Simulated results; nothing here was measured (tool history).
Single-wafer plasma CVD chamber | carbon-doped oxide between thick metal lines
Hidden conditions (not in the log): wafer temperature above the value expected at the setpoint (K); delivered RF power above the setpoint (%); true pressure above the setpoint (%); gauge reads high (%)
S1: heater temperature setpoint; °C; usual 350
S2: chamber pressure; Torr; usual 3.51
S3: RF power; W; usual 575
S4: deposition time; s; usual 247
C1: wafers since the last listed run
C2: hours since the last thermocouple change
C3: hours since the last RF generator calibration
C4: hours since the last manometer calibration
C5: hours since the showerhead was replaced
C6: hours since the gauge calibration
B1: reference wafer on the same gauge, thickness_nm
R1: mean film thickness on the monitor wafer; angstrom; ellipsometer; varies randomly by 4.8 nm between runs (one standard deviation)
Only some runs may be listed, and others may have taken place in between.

{"run": 1, "hour": 0.0, "S1": 340, "S2": 3.51, "S3": 575, "S4": 247, "C1": 0, "C2": 1901.6, "C3": 964.8, "C4": 1011.4, "C5": 3479.4, "C6": 1018.9, "B1": 1283.3, "R1": 11446.53}
{"run": 2, "hour": 69.4, "S1": 340, "S2": 3.51, "S3": 575, "S4": 247, "C1": 368, "C2": 1971, "C3": 1034.2, "C4": 1080.8, "C5": 3548.8, "C6": 1088.3, "B1": 1279.913, "R1": 11363.71}
{"hour": 118.6, "done": "capacitance manometer re-zeroed and calibrated"}
{"run": 3, "hour": 138.6, "S1": 340, "S2": 3.51, "S3": 575, "S4": 247, "C1": 325, "C2": 2040.2, "C3": 1103.4, "C4": 20, "C5": 3618, "C6": 1157.5, "B1": 1280.247, "R1": 11398.32}
{"run": 4, "hour": 171.6, "S1": 350, "S2": 3.51, "S3": 575, "S4": 247, "C1": 175, "C2": 2073.2, "C3": 1136.4, "C4": 53, "C5": 3651, "C6": 1190.5, "B1": 1280.225, "R1": 11034.05}
{"run": 5, "hour": 217.7, "S1": 350, "S2": 3.84, "S3": 575, "S4": 225, "C1": 245, "C2": 2119.3, "C3": 1182.5, "C4": 99.1, "C5": 3697.1, "C6": 1236.6, "B1": 1277.388, "R1": 10108.38}
{"run": 6, "hour": 282.8, "S1": 350, "S2": 3.84, "S3": 575, "S4": 225, "C1": 346, "C2": 2184.4, "C3": 1247.6, "C4": 164.2, "C5": 3762.2, "C6": 1301.7, "B1": 1280.838, "R1": 10083.02}
{"run": 7, "hour": 324.1, "S1": 350, "S2": 3.84, "S3": 575, "S4": 225, "C1": 219, "C2": 2225.7, "C3": 1288.9, "C4": 205.5, "C5": 3803.5, "C6": 1343, "B1": 1283.182, "R1": 10094.05}
{"run": 8, "hour": 387.8, "S1": 350, "S2": 3.51, "S3": 575, "S4": 247, "C1": 338, "C2": 2289.4, "C3": 1352.6, "C4": 269.2, "C5": 3867.2, "C6": 1406.7, "B1": 1280.035, "R1": 10858.21}
{"run": 9, "hour": 451.3, "S1": 337, "S2": 3.78, "S3": 500, "S4": 217, "C1": 337, "C2": 2352.9, "C3": 1416.1, "C4": 332.7, "C5": 3930.7, "C6": 1470.2, "B1": 1281.312, "R1": 9497.03}
{"run": 10, "hour": 501.9, "S1": 350, "S2": 3.51, "S3": 665, "S4": 282, "C1": 268, "C2": 2403.5, "C3": 1466.7, "C4": 383.3, "C5": 3981.3, "C6": 1520.8, "B1": 1278.361, "R1": 13429.03}
{"run": 11, "hour": 551.0, "S1": 350, "S2": 3.51, "S3": 575, "S4": 247, "C1": 260, "C2": 2452.6, "C3": 1515.8, "C4": 432.4, "C5": 4030.4, "C6": 1569.9, "B1": 1279.538, "R1": 10871.53}
{"run": 12, "hour": 581.8, "S1": 350, "S2": 4.28, "S3": 635, "S4": 247, "C1": 163, "C2": 2483.4, "C3": 1546.6, "C4": 463.2, "C5": 4061.2, "C6": 1600.7, "B1": 1277.566, "R1": 11774.78}
{"hour": 588.5, "done": "gauge calibrated"}
{"run": 13, "hour": 617.9, "S1": 356, "S2": 3.12, "S3": 575, "S4": 247, "C1": 191, "C2": 2519.5, "C3": 1582.7, "C4": 499.3, "C5": 4097.3, "C6": 29.4, "B1": 1277.82, "R1": 10615.22}
{"run": 14, "hour": 678.3, "S1": 350, "S2": 3.51, "S3": 575, "S4": 247, "C1": 321, "C2": 2579.9, "C3": 1643.1, "C4": 559.7, "C5": 4157.7, "C6": 89.8, "B1": 1279.88, "R1": 10912.16}
{"run": 15, "hour": 709.0, "S1": 350, "S2": 3.51, "S3": 575, "S4": 247, "C1": 163, "C2": 2610.6, "C3": 1673.8, "C4": 590.4, "C5": 4188.4, "C6": 120.5, "B1": 1281.982, "R1": 10970.56}
{"run": 16, "hour": 757.1, "S1": 350, "S2": 3.51, "S3": 575, "S4": 263, "C1": 255, "C2": 2658.7, "C3": 1721.9, "C4": 638.5, "C5": 4236.5, "C6": 168.6, "B1": 1283.504, "R1": 11577.15}
{"run": 17, "hour": 788.2, "S1": 350, "S2": 3.51, "S3": 575, "S4": 247, "C1": 165, "C2": 2689.8, "C3": 1753, "C4": 669.6, "C5": 4267.6, "C6": 199.7, "B1": 1280.61, "R1": 10762.48}
{"hour": 834.6, "done": "showerhead replaced, of another model than before"}
{"run": 18, "hour": 839.7, "S1": 350, "S2": 4.11, "S3": 665, "S4": 247, "C1": 231, "C2": 2741.3, "C3": 1804.5, "C4": 721.1, "C5": 5.1, "C6": 251.2, "B1": 1278.762, "R1": 12090.68}
{"hour": 848.0, "done": "RF generator calibrated"}
{"run": 19, "hour": 870.5, "S1": 350, "S2": 3.51, "S3": 575, "S4": 265, "C1": 121, "C2": 2772.1, "C3": 22.5, "C4": 751.9, "C5": 35.9, "C6": 282, "B1": 1279.44, "R1": 12077.5}
{"hour": 914.1, "done": "thermocouple changed; heater temperature recalibrated"}
{"run": 20, "hour": 914.6, "S1": 350, "S2": 3.51, "S3": 575, "S4": 247, "C1": 191, "C2": 0.5, "C3": 66.6, "C4": 796, "C5": 80, "C6": 326.1, "B1": 1280.419, "R1": 11209.94}
{"run": 21, "hour": 974.1, "S1": 364, "S2": 3.83, "S3": 575, "S4": 222, "C1": 316, "C2": 60, "C3": 126.1, "C4": 855.5, "C5": 139.5, "C6": 385.6, "B1": 1277.469, "R1": 9794.36}
{"run": 22, "hour": 1005.7, "S1": 340, "S2": 3.51, "S3": 575, "S4": 247, "C1": 167, "C2": 91.6, "C3": 157.7, "C4": 887.1, "C5": 171.1, "C6": 417.2, "B1": 1280.552, "R1": 11463.12}
{"hour": 1159.5, "done": "capacitance manometer re-zeroed and calibrated"}
{"run": 23, "hour": 1160.7, "S1": 350, "S2": 3.51, "S3": 540, "S4": 281, "C1": 781, "C2": 246.6, "C3": 312.7, "C4": 1.2, "C5": 326.1, "C6": 572.2, "B1": 1280.764, "R1": 12106.67}
{"run": 24, "hour": 1193.8, "S1": 350, "S2": 4.35, "S3": 490, "S4": 247, "C1": 175, "C2": 279.7, "C3": 345.8, "C4": 34.3, "C5": 359.2, "C6": 605.3, "B1": 1277.968, "R1": 10174.79}
{"run": 25, "hour": 1256.8, "S1": 350, "S2": 3.17, "S3": 575, "S4": 247, "C1": 334, "C2": 342.7, "C3": 408.8, "C4": 97.3, "C5": 422.2, "C6": 668.3, "B1": 1278.672, "R1": 10958.42}
{"run": 26, "hour": 1326.9, "S1": 355, "S2": 3.14, "S3": 505, "S4": 287, "C1": 372, "C2": 412.8, "C3": 478.9, "C4": 167.4, "C5": 492.3, "C6": 738.4, "B1": 1279.076, "R1": 11252.52}
{"run": 27, "hour": 1363.4, "S1": 350, "S2": 4.21, "S3": 575, "S4": 247, "C1": 194, "C2": 449.3, "C3": 515.4, "C4": 203.9, "C5": 528.8, "C6": 774.9, "B1": 1279.313, "R1": 11359.85}
{"run": 28, "hour": 1401.8, "S1": 350, "S2": 3.78, "S3": 575, "S4": 282, "C1": 204, "C2": 487.7, "C3": 553.8, "C4": 242.3, "C5": 567.2, "C6": 813.3, "B1": 1278.888, "R1": 12778.46}
{"run": 29, "hour": 1455.2, "S1": 346, "S2": 3.51, "S3": 675, "S4": 208, "C1": 283, "C2": 541.1, "C3": 607.2, "C4": 295.7, "C5": 620.6, "C6": 866.7, "B1": 1281.288, "R1": 10440.61}

Run by run, hidden condition taken away, random variation retained:
run=1 R1=11708.26
run=2 R1=11639.29
run=3 R1=11690.56
run=4 R1=11324.26
run=5 R1=10383.73
run=6 R1=10371.37
run=7 R1=10391.43
run=8 R1=11192.6
run=9 R1=9813.48
run=10 R1=13872.23
run=11 R1=11243.75
run=12 R1=12182.69
run=13 R1=10993.74
run=14 R1=11315.3
run=15 R1=11383.04
run=16 R1=12024.36
run=17 R1=11185.39
run=18 R1=12826.13
run=19 R1=12163.4
run=20 R1=11303.88
run=21 R1=9893.28
run=22 R1=11589.38
run=23 R1=12300.87
run=24 R1=10352.06
run=25 R1=11159.74
run=26 R1=11495.35
run=27 R1=11604.52
run=28 R1=13068.35
run=29 R1=10686.86
